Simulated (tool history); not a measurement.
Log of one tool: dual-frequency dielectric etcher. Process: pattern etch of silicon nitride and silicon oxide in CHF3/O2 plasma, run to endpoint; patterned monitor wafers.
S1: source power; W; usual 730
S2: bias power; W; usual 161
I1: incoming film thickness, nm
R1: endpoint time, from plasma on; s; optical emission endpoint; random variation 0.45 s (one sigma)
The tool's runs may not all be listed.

run,hour,S1,S2,I1,R1
1,0,730,161,166.7,105.5
2,75.7,730,161,168.1,106.7
3,154.7,730,161,167.6,106.6
4,217.9,730,161,168.4,106.2
# hour 245.2: wet clean of the chamber
5,272.5,730,161,167.2,106
6,316.4,820,161,167.7,99.9
7,398.7,820,161,166.8,99
8,444.7,850,191,165.8,91.9
9,510.6,850,191,167.8,93.2
10,612.8,850,191,167.6,93
11,674.2,730,161,167,105.1
12,745.2,730,182,167.8,102.3
# hour 768.8: source power generator calibrated
13,785,730,161,167.4,107.4
# hour 971.7: wet clean of the chamber
14,1081.4,730,161,168.2,108.4
15,1142.2,850,127,168,106.3
16,1209.8,730,161,166.2,106.5
# hour 1255.2: upper electrode replaced
17,1257.6,910,122,168.8,103.9
18,1363.7,620,145,168.3,123.1
19,1412.6,730,161,166.8,108.1
20,1510.1,730,146,167.4,110
# hour 1527.5: bias power generator calibrated
21,1568.5,820,178,165,96.7
# hour 1661.5: wet clean of the chamber
22,1674.3,730,161,168.5,109.2
23,1714.9,580,147,168.6,126.6
24,1781.3,600,197,167.8,114.9
25,1822.5,820,186,169.2,97.6
26,1911.3,730,179,167.1,104.7
27,2108.9,560,186,166.7,119.1
28,2158,900,193,166.7,91.2

Forecast each of these 4 alternatives for the next run:
A,2158.5,870,161,167.3,?
B,2158.5,570,146,167.3,?
C,2158.5,620,174,167.3,?
D,2158.5,850,175,167.3,?

run,R1
A,97.9
B,127.3
C,115.3
D,96.9
Without the tool's hidden state the same runs would have given:
run,R1
A,98.7
B,128.3
C,116.2
D,97.7

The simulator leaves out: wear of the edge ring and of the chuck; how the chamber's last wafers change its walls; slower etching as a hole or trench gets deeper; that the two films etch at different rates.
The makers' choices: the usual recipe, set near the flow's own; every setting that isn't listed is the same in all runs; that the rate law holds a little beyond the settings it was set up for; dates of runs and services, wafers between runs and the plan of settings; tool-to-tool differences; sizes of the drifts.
